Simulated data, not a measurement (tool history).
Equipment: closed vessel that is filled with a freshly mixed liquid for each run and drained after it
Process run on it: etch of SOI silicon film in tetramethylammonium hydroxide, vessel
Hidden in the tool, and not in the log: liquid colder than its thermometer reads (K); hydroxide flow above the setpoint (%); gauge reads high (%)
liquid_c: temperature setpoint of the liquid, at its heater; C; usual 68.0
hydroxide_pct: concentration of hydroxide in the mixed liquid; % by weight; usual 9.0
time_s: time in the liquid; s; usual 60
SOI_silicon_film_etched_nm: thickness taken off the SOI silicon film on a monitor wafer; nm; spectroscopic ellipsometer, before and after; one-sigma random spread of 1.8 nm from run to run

run   hour  liquid_c  hydroxide_pct  time_s  wafers since the last listed run  hours since the thermometer was replaced  hours since the hydroxide flow meter was replaced  hours since the gauge calibration  read-back film thickness of the SOI silicon film reference wafer, read on the same gauge (nm)  SOI_silicon_film_etched_nm
  1    0.0      73.0            9.0      60                                 0                                    1044.9                                              852.5                              405.7                                                                                          30.00                      434.00
  2   11.6      68.0            9.0      60                               950                                    1056.5                                              864.1                              417.3                                                                                          30.03                      324.13
  3   20.3      68.0            9.0      60                               712                                    1065.2                                              872.8                              426.0                                                                                          30.02                      322.60
  4   29.0      68.0            9.0      60                               712                                    1073.9                                              881.5                              434.7                                                                                          29.98                      322.32
      37.7  -- gauge calibrated
  5   43.1      68.0            9.0      40                              1154                                    1088.0                                              895.6                                5.4                                                                                          30.01                      215.82
  6   55.0      72.0            9.0      60                               974                                    1099.9                                              907.5                               17.3                                                                                          30.00                      405.98
  7  106.7      66.0            9.0      60                              4234                                    1151.6                                              959.2                               69.0                                                                                          29.97                      285.41
  8  117.3      68.0            9.0      60                               868                                    1162.2                                              969.8                               79.6                                                                                          30.04                      320.28
  9  126.3      68.0            9.0      60                               737                                    1171.2                                              978.8                               88.6                                                                                          30.02                      317.85
 10  143.7      68.0            9.0      60                              1425                                    1188.6                                              996.2                              106.0                                                                                          30.02                      317.98
 11  149.8      68.0            9.0      60                               499                                    1194.7                                             1002.3                              112.1                                                                                          29.97                      317.35
 12  158.8      68.0            9.0      60                               737                                    1203.7                                             1011.3                              121.1                                                                                          30.04                      318.64
 13  170.2      72.5            9.0      60                               933                                    1215.1                                             1022.7                              132.5                                                                                          30.01                      413.14
 14  185.9      66.0            9.5      75                              1286                                    1230.8                                             1038.4                              148.2                                                                                          30.00                      344.17
 15  200.7      68.0            6.5      60                              1212                                    1245.6                                             1053.2                              163.0                                                                                          30.01                      353.79
 16  217.3      68.0            9.0      45                              1359                                    1262.2                                             1069.8                              179.6                                                                                          29.99                      237.28
 17  225.5      71.0            9.0      50                               671                                    1270.4                                             1078.0                              187.8                                                                                          29.98                      313.24
 18  232.3      73.0            8.5      30                               557                                    1277.2                                             1084.8                              194.6                                                                                          29.99                      216.23
 19  282.5      72.5            8.5      90                              4112                                    1327.4                                             1135.0                              244.8                                                                                          29.95                      630.36
 20  298.4      70.5            9.0      60                              1302                                    1343.3                                             1150.9                              260.7                                                                                          29.99                      365.28
 21  305.8      74.0           10.0      40                               606                                    1350.7                                             1158.3                              268.1                                                                                          30.00                      286.27
     308.9  -- hydroxide flow meter replaced
     311.0  -- thermometer replaced
 22  316.5      74.5            9.0      60                               712                                       5.5                                                7.6                              278.8                                                                                          29.97                      523.86
 23  323.8      74.0            7.0      75                               597                                      12.8                                               14.9                              286.1                                                                                          30.02                      700.50
 24  334.8      68.0            9.0      60                               901                                      23.8                                               25.9                              297.1                                                                                          30.00                      360.39
 25  344.4      70.5            9.0      85                               786                                      33.4                                               35.5                              306.7                                                                                          29.95                      589.14
 26  351.2      68.0            9.0      60                               557                                      40.2                                               42.3                              313.5                                                                                          30.00                      359.92
 27  358.0      68.0            9.0      60                               557                                      47.0                                               49.1                              320.3                                                                                          30.01                      361.56
 28  373.1      68.0            9.0      60                              1236                                      62.1                                               64.2                              335.4                                                                                          30.01                      357.95
 29  390.1      68.0            9.0      85                              1392                                      79.1                                               81.2                              352.4                                                                                          30.00                      507.74
 30  403.6      68.0            9.0      60                              1105                                      92.6                                               94.7                              365.9                                                                                          29.98                      358.28
 31  413.7      65.5            9.0      30                               827                                     102.7                                              104.8                              376.0                                                                                          30.00                      153.30
 32  427.0      73.5            9.0      45                              1089                                     116.0                                              118.1                              389.3                                                                                          30.02                      368.07
 33  444.1      74.0            9.0      60                              1400                                     133.1                                              135.2                              406.4                                                                                          30.00                      506.72
 34  450.9      64.5            9.0      60                               557                                     139.9                                              142.0                              413.2                                                                                          30.01                      283.93

The tool's hidden state at each run:
gauge reads high (%): 0, the same for each run
H1: liquid colder than its thermometer reads (K)
H2: hydroxide flow above the setpoint (%)
run     H1    H2
  1   1.45  9.98
  2   1.46  10.1
  3   1.47  10.2
  4   1.48  10.3
  5    1.5  10.5
  6   1.52  10.6
  7   1.58  11.2
  8    1.6  11.3
  9   1.61  11.4
 10   1.63  11.6
 11   1.64  11.6
 12   1.65  11.7
 13   1.66  11.9
 14   1.68    12
 15    1.7  12.2
 16   1.72  12.4
 17   1.73  12.5
 18   1.74  12.6
 19    1.8  13.1
 20   1.82  13.3
 21   1.83  13.4
 22  0.177  1.73
 23  0.186  1.81
 24    0.2  1.94
 25  0.212  2.04
 26  0.221  2.12
 27  0.229  2.19
 28  0.248  2.36
 29   0.27  2.55
 30  0.287   2.7
 31    0.3  2.81
 32  0.316  2.96
 33  0.338  3.15
 34  0.346  3.23
